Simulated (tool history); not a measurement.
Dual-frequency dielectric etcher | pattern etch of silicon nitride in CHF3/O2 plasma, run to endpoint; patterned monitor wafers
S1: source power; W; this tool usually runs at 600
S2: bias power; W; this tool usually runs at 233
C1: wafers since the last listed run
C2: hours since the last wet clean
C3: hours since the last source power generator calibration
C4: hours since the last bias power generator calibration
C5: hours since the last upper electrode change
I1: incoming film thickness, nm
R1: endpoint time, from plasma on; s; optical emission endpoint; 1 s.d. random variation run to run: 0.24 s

| run | day | S1 | S2 | C1 | C2 | C3 | C4 | C5 | I1 | R1 |
|---|---|---|---|---|---|---|---|---|---|---|
| 1 | 0 | 680 | 233 | 0 | 272.4 | 3734.4 | 2302.3 | 5034.1 | 63.3 | 38.9 |
| 2 | 1.208 | 600 | 204 | 382 | 301.4 | 3763.4 | 2331.3 | 5063.1 | 64.3 | 42.4 |
| 3 | 2.333 | 600 | 204 | 355 | 328.4 | 3790.4 | 2358.3 | 5090.1 | 63.9 | 42.1 |
|  | 4.279 | upper electrode replaced, of another model than before |
| 4 | 4.3 | 600 | 233 | 305 | 375.6 | 3837.6 | 2405.5 | 0.5 | 63.2 | 40.7 |
| 5 | 4.312 | 600 | 233 | 3 | 375.9 | 3837.9 | 2405.8 | 0.8 | 63.3 | 40.7 |
| 6 | 5.462 | 600 | 233 | 363 | 403.5 | 3865.5 | 2433.4 | 28.4 | 64.1 | 40.7 |
|  | 6.412 | bias power generator calibrated |
| 7 | 7.121 | 600 | 233 | 471 | 443.3 | 3905.3 | 17 | 68.2 | 64.3 | 41 |
|  | 7.775 | source power generator calibrated |
| 8 | 8.183 | 690 | 186 | 283 | 468.8 | 9.8 | 42.5 | 93.7 | 64.3 | 45.3 |
| 9 | 8.746 | 710 | 210 | 177 | 482.3 | 23.3 | 56 | 107.2 | 64 | 41.2 |
|  | 10.492 | wet clean of the chamber |
| 10 | 10.512 | 700 | 233 | 242 | 0.5 | 65.7 | 98.4 | 149.6 | 64.5 | 38.1 |
| 11 | 10.525 | 480 | 233 | 3 | 0.8 | 66 | 98.7 | 149.9 | 64.2 | 42.4 |
| 12 | 11.346 | 600 | 233 | 259 | 20.5 | 85.7 | 118.4 | 169.6 | 63.7 | 38.9 |
| 13 | 12.292 | 600 | 233 | 299 | 43.2 | 108.4 | 141.1 | 192.3 | 64.7 | 40.2 |
| 14 | 13.275 | 600 | 182 | 311 | 66.8 | 132 | 164.7 | 215.9 | 64.2 | 46.1 |

Each row is a separate what-if for the run after 14, all from the same tool condition, not one after another. Results?
| A | 13.292 | 600 | 233 | 5 | 67.2 | 132.4 | 165.1 | 216.3 | 64.1 | ? |
| B | 13.292 | 600 | 273 | 5 | 67.2 | 132.4 | 165.1 | 216.3 | 64.1 | ? |
| C | 13.292 | 670 | 202 | 5 | 67.2 | 132.4 | 165.1 | 216.3 | 64.1 | ? |
| D | 13.292 | 530 | 183 | 5 | 67.2 | 132.4 | 165.1 | 216.3 | 64.1 | ? |
| E | 13.292 | 670 | 180 | 5 | 67.2 | 132.4 | 165.1 | 216.3 | 64.1 | ? |

| run | R1 |
|---|---|
| A | 39.4 |
| B | 36.1 |
| C | 41.3 |
| D | 47.6 |
| E | 44.3 |
Without the tool's hidden state the same runs would have given:
| run | R1 |
|---|---|
| A | 39.2 |
| B | 35.9 |
| C | 41 |
| D | 47.4 |
| E | 44.1 |
